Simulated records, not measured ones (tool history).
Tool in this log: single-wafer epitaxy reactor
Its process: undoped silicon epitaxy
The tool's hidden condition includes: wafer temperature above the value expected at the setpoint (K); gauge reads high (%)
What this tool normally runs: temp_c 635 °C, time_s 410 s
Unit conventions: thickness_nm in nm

| run | hour | temp_c | time_s | wafers since the last listed run | hours since the last pyrometer calibration | hours since the gauge calibration | read-back reference wafer on the same gauge, thickness_nm | thickness_nm |
|---|---|---|---|---|---|---|---|---|
| 1 | 0.0 | 635 | 410 | 0 | 2839.2 | 253.9 | 47.098 | 49.490 |
| 2 | 10.4 | 635 | 410 | 63 | 2849.6 | 264.3 | 47.180 | 49.715 |
| 3 | 24.8 | 640 | 379 | 88 | 2864.0 | 278.7 | 47.057 | 52.780 |
| 4 | 33.5 | 635 | 379 | 53 | 2872.7 | 287.4 | 47.110 | 46.389 |
| 5 | 47.4 | 635 | 379 | 84 | 2886.6 | 301.3 | 47.210 | 46.202 |
| 6 | 63.6 | 635 | 410 | 99 | 2902.8 | 317.5 | 47.025 | 49.857 |
| 7 | 81.1 | 635 | 357 | 106 | 2920.3 | 335.0 | 47.105 | 43.442 |
| 8 | 87.5 | 635 | 357 | 39 | 2926.7 | 341.4 | 47.186 | 43.159 |
| 9 | 97.9 | 635 | 410 | 63 | 2937.1 | 351.8 | 47.040 | 49.813 |
| 10 | 106.0 | 635 | 410 | 49 | 2945.2 | 359.9 | 47.064 | 50.032 |
| 11 | 118.7 | 635 | 410 | 77 | 2957.9 | 372.6 | 47.156 | 49.812 |
| 12 | 131.5 | 635 | 410 | 78 | 2970.7 | 385.4 | 47.109 | 49.614 |
| 13 | 147.1 | 635 | 410 | 95 | 2986.3 | 401.0 | 47.105 | 49.994 |
| 14 | 159.7 | 635 | 410 | 77 | 2998.9 | 413.6 | 47.095 | 49.613 |
|  | 168.7 | gauge calibrated |
|  | 169.1 | pyrometer calibrated |
| 15 | 175.7 | 629 | 410 | 48 | 6.6 | 7.0 | 47.169 | 42.649 |
| 16 | 190.8 | 635 | 410 | 92 | 21.7 | 22.1 | 46.948 | 49.731 |
| 17 | 199.9 | 626 | 443 | 55 | 30.8 | 31.2 | 47.112 | 42.542 |
| 18 | 207.8 | 622 | 482 | 48 | 38.7 | 39.1 | 47.022 | 41.793 |
| 19 | 215.3 | 635 | 357 | 45 | 46.2 | 46.6 | 47.144 | 43.139 |
| 20 | 222.8 | 650 | 460 | 45 | 53.7 | 54.1 | 47.079 | 81.683 |
| 21 | 236.4 | 629 | 375 | 83 | 67.3 | 67.7 | 47.025 | 39.395 |
| 22 | 290.4 | 635 | 410 | 330 | 121.3 | 121.7 | 47.133 | 49.665 |
| 23 | 299.4 | 630 | 376 | 55 | 130.3 | 130.7 | 47.097 | 39.927 |
| 24 | 306.1 | 642 | 477 | 40 | 137.0 | 137.4 | 47.111 | 69.559 |
| 25 | 325.6 | 635 | 410 | 119 | 156.5 | 156.9 | 47.131 | 49.419 |
| 26 | 332.0 | 635 | 410 | 39 | 162.9 | 163.3 | 47.053 | 49.891 |
| 27 | 384.6 | 635 | 410 | 321 | 215.5 | 215.9 | 47.168 | 49.721 |
| 28 | 400.2 | 642 | 359 | 95 | 231.1 | 231.5 | 47.044 | 51.816 |
| 29 | 407.2 | 649 | 470 | 42 | 238.1 | 238.5 | 46.997 | 81.567 |

For each run, what was the tool's unlogged condition?
wafer temperature above the value expected at the setpoint (K): 0, the same for each run
gauge reads high (%): 0, the same for each run

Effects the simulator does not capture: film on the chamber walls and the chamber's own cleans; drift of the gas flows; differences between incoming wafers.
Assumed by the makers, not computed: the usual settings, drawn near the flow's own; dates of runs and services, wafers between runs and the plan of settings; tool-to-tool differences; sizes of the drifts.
